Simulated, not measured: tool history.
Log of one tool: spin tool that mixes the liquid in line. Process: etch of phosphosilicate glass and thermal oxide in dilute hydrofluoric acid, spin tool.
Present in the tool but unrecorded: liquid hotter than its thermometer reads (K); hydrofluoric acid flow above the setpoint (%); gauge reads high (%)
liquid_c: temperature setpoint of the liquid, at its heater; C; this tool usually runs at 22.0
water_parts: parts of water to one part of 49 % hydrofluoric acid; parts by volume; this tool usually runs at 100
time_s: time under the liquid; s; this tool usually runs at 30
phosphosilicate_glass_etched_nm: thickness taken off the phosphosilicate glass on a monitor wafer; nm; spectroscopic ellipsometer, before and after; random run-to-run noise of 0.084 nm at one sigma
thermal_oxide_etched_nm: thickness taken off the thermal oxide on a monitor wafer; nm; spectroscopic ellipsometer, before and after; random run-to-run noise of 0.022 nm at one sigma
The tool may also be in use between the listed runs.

run     day  liquid_c  water_parts  time_s  wafers since the last listed run  hours since the thermometer was replaced  hours since the hydrofluoric acid flow meter was replaced  hours since the gauge calibration  read-back film thickness of the phosphosilicate glass reference wafer, read on the same gauge (nm)  read-back film thickness of the thermal oxide reference wafer, read on the same gauge (nm)  phosphosilicate_glass_etched_nm  thermal_oxide_etched_nm
  1   0.000      22.0          100      30                                 0                                     835.1                                                      854.4                              425.2                                                                                               60.01                                                                                      39.984                            15.42                    1.303
  2   1.900      22.0          100      30                               752                                     880.7                                                      900.0                              470.8                                                                                               60.01                                                                                      39.978                            15.28                    1.310
  3   3.667      19.0          100      30                               699                                     923.1                                                      942.4                              513.2                                                                                               60.02                                                                                      39.988                            13.52                    1.187
  4   5.529      19.0          100      30                               737                                     967.8                                                      987.1                              557.9                                                                                               60.03                                                                                      39.989                            13.65                    1.159
  5   7.100      22.0          100      30                               621                                    1005.5                                                     1024.8                              595.6                                                                                               60.01                                                                                      39.988                            15.42                    1.330
  6   9.612      19.5           85      30                               994                                    1065.8                                                     1085.1                              655.9                                                                                               60.01                                                                                      39.978                            16.82                    1.437
  7  10.717      19.5           85      30                               437                                    1092.3                                                     1111.6                              682.4                                                                                               59.98                                                                                      39.988                            16.67                    1.398
     12.504  -- hydrofluoric acid flow meter replaced
  8  12.925      22.0          100      30                               857                                    1145.3                                                       10.1                              735.4                                                                                               59.98                                                                                      39.997                            14.53                    1.228
  9  14.571      22.0          100      30                               651                                    1184.8                                                       49.6                              774.9                                                                                               59.99                                                                                      40.025                            14.51                    1.205
 10  16.021      22.0          100      30                               573                                    1219.6                                                       84.4                              809.7                                                                                               59.98                                                                                      40.018                            14.47                    1.213
     17.208  -- thermometer replaced
 11  17.246      22.0          100      30                               468                                       0.9                                                      113.8                              839.1                                                                                               59.99                                                                                      39.996                            14.62                    1.222
 12  18.921      24.5           55      45                               663                                      41.1                                                      154.0                              879.3                                                                                               60.00                                                                                      39.998                            46.69                    4.020
     19.438  -- gauge calibrated
 13  20.562      20.5          115      25                               649                                      80.5                                                      193.4                               27.0                                                                                               60.01                                                                                      40.015                             9.84                    0.832
 14  22.000      22.0          100      40                               569                                     115.0                                                      227.9                               61.5                                                                                               59.98                                                                                      39.995                            19.65                    1.664
 15  24.025      19.5           85      30                               801                                     163.6                                                      276.5                              110.1                                                                                               60.01                                                                                      39.992                            16.11                    1.343
 16  26.521      22.0          100      15                               987                                     223.5                                                      336.4                              170.0                                                                                               60.00                                                                                      40.009                             7.35                    0.638
 17  28.400      25.5           60      35                               743                                     268.6                                                      381.5                              215.1                                                                                               60.00                                                                                      39.994                            34.75                    2.925
 18  30.196      19.0          100      30                               710                                     311.7                                                      424.6                              258.2                                                                                               60.01                                                                                      40.009                            13.14                    1.099
 19  32.946      24.5           55      45                              1088                                     377.7                                                      490.6                              324.2                                                                                               60.01                                                                                      40.000                            47.67                    3.989
 20  35.296      22.0           60      30                               930                                     434.1                                                      547.0                              380.6                                                                                               59.99                                                                                      40.023                            26.05                    2.230

Below are 3 alternative next runs, each starting from the tool's condition after run 20. Predict each:
  A  35.312      22.0           55      30                                 6                                     434.5                                                      547.4                              381.0                                                                                                   ?                                                                                           ?                                ?                        ?
  B  35.312      26.5          115      25                                 6                                     434.5                                                      547.4                              381.0                                                                                                   ?                                                                                           ?                                ?                        ?
  C  35.312      18.5          125      35                                 6                                     434.5                                                      547.4                              381.0                                                                                                   ?                                                                                           ?                                ?                        ?

run  read-back film thickness of the phosphosilicate glass reference wafer, read on the same gauge (nm)  read-back film thickness of the thermal oxide reference wafer, read on the same gauge (nm)  phosphosilicate_glass_etched_nm  thermal_oxide_etched_nm
  A                                                                                               60.00                                                                                      39.997                            28.34                    2.416
  B                                                                                               60.00                                                                                      39.997                            12.56                    1.071
  C                                                                                               60.00                                                                                      39.997                            11.65                    0.993
With the hidden condition removed and each run's random variation left untouched, the same runs would have given:
run  phosphosilicate_glass_etched_nm  thermal_oxide_etched_nm
  A                            27.40                    2.336
  B                            12.12                    1.033
  C                            11.24                    0.958

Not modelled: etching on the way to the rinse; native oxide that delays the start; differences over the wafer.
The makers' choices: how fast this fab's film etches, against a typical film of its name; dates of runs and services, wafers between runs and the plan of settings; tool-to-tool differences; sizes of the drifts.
